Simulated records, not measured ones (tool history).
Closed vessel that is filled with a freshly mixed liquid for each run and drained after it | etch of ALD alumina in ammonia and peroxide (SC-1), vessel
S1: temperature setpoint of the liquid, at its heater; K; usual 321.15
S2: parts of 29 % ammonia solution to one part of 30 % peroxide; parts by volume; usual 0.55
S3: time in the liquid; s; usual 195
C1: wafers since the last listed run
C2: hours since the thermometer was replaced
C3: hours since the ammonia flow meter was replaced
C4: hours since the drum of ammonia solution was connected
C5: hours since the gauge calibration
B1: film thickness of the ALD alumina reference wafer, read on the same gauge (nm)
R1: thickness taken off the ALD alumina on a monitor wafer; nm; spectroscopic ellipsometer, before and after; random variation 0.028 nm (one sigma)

Run 1, hour 0: usual settings but S1 316.15 K; C1 0; C2 440.4; C3 1488.2; C4 432.1; C5 106.5; B1 150.01. Result: R1 5.03 nm.
Run 2, hour 22.4: usual settings; C1 1517; C2 462.8; C3 1510.6; C4 454.5; C5 128.9; B1 150. Result: R1 6.63 nm.
Run 3, hour 57.9: usual settings but S3 160 s; C1 2404; C2 498.3; C3 1546.1; C4 490; C5 164.4; B1 149.97. Result: R1 5.43 nm.
Run 4, hour 72: usual settings but S3 160 s; C1 955; C2 512.4; C3 1560.2; C4 504.1; C5 178.5; B1 149.98. Result: R1 5.4 nm.
Run 5, hour 87.6: usual settings but S3 160 s; C1 1056; C2 528; C3 1575.8; C4 519.7; C5 194.1; B1 150.01. Result: R1 5.43 nm.
Run 6, hour 104.2: usual settings but S2 0.35 parts by volume; C1 1124; C2 544.6; C3 1592.4; C4 536.3; C5 210.7; B1 150. Result: R1 6.34 nm.
Run 7, hour 137.1: usual settings but S1 328.65 K; C1 2228; C2 577.5; C3 1625.3; C4 569.2; C5 243.6; B1 150. Result: R1 9.98 nm.
Run 8, hour 151.4: usual settings but S1 328.65 K; C1 968; C2 591.8; C3 1639.6; C4 583.5; C5 257.9; B1 149.94. Result: R1 9.95 nm.
Run 9, hour 172.7: usual settings but S3 250 s; C1 1442; C2 613.1; C3 1660.9; C4 604.8; C5 279.2; B1 150.03. Result: R1 8.48 nm.
Run 10, hour 205.6: usual settings but S3 250 s; C1 2228; C2 646; C3 1693.8; C4 637.7; C5 312.1; B1 150.01. Result: R1 8.53 nm.
Run 11, hour 233.6: usual settings but S2 0.75 parts by volume; C1 1896; C2 674; C3 1721.8; C4 665.7; C5 340.1; B1 150.01. Result: R1 6.9 nm.
Run 12, hour 248.7: usual settings but S2 0.75 parts by volume; C1 1022; C2 689.1; C3 1736.9; C4 680.8; C5 355.2; B1 150.01. Result: R1 6.89 nm.
Run 13, hour 276.2: usual settings but S2 0.75 parts by volume; C1 1862; C2 716.6; C3 1764.4; C4 708.3; C5 382.7; B1 149.99. Result: R1 6.79 nm.
Run 14, hour 302.5: usual settings but S3 250 s; C1 1781; C2 742.9; C3 1790.7; C4 734.6; C5 409; B1 150.03. Result: R1 8.55 nm.
Run 15, hour 322.2: usual settings but S3 160 s; C1 1334; C2 762.6; C3 1810.4; C4 754.3; C5 428.7; B1 149.99. Result: R1 5.45 nm.
At hour 352.2: new drum of ammonia solution connected.
Run 16, hour 353.5: usual settings but S2 0.45 parts by volume, S3 235 s; C1 2052; C2 793.9; C3 1841.7; C4 1.3; C5 460; B1 150.01. Result: R1 7.93 nm.
At hour 361.4: gauge calibrated.
Run 17, hour 378.2: usual settings but S2 0.45 parts by volume; C1 1673; C2 818.6; C3 1866.4; C4 26; C5 16.8; B1 150.04. Result: R1 6.55 nm.
Run 18, hour 408.4: usual settings but S1 318.65 K, S3 105 s; C1 2045; C2 848.8; C3 1896.6; C4 56.2; C5 47; B1 149.98. Result: R1 3.13 nm.
Run 19, hour 437: usual settings but S1 311.65 K, S2 0.65 parts by volume, S3 105 s; C1 1937; C2 877.4; C3 1925.2; C4 84.8; C5 75.6; B1 150. Result: R1 2.11 nm.
At hour 449: thermometer replaced.
Run 20, hour 465.8: usual settings but S2 0.35 parts by volume, S3 110 s; C1 1883; C2 16.8; C3 1954; C4 113.6; C5 104.4; B1 150.04. Result: R1 3.71 nm.
Run 21, hour 487.3: usual settings but S1 326.15 K, S2 0.65 parts by volume, S3 260 s; C1 1456; C2 38.3; C3 1975.5; C4 135.1; C5 125.9; B1 150.05. Result: R1 12.16 nm.
Run 22, hour 500: usual settings; C1 860; C2 51; C3 1988.2; C4 147.8; C5 138.6; B1 150.03. Result: R1 6.81 nm.
At hour 521.3: ammonia flow meter replaced.
Run 23, hour 529.7: usual settings but S1 318.65 K, S2 0.8 parts by volume, S3 225 s; C1 1944; C2 80.7; C3 8.4; C4 177.5; C5 168.3; B1 149.96. Result: R1 7.17 nm.
Run 24, hour 541.9: usual settings; C1 826; C2 92.9; C3 20.6; C4 189.7; C5 180.5; B1 150. Result: R1 6.84 nm.
Run 25, hour 591.3: usual settings but S1 326.15 K, S2 0.45 parts by volume, S3 230 s; C1 3346; C2 142.3; C3 70; C4 239.1; C5 229.9; B1 150. Result: R1 10.51 nm.

Run 26 comes next. What will it give?
Run 26, hour 619.6: usual settings but S1 313.15 K; C1 1917; C2 170.6; C3 98.3; C4 267.4; C5 258.2; B1 ?. Result: R1 ?.

Run 26 gave B1 149.99, R1 4.34 nm.
Without the tool's hidden state the same run would have given R1 4.09 nm.
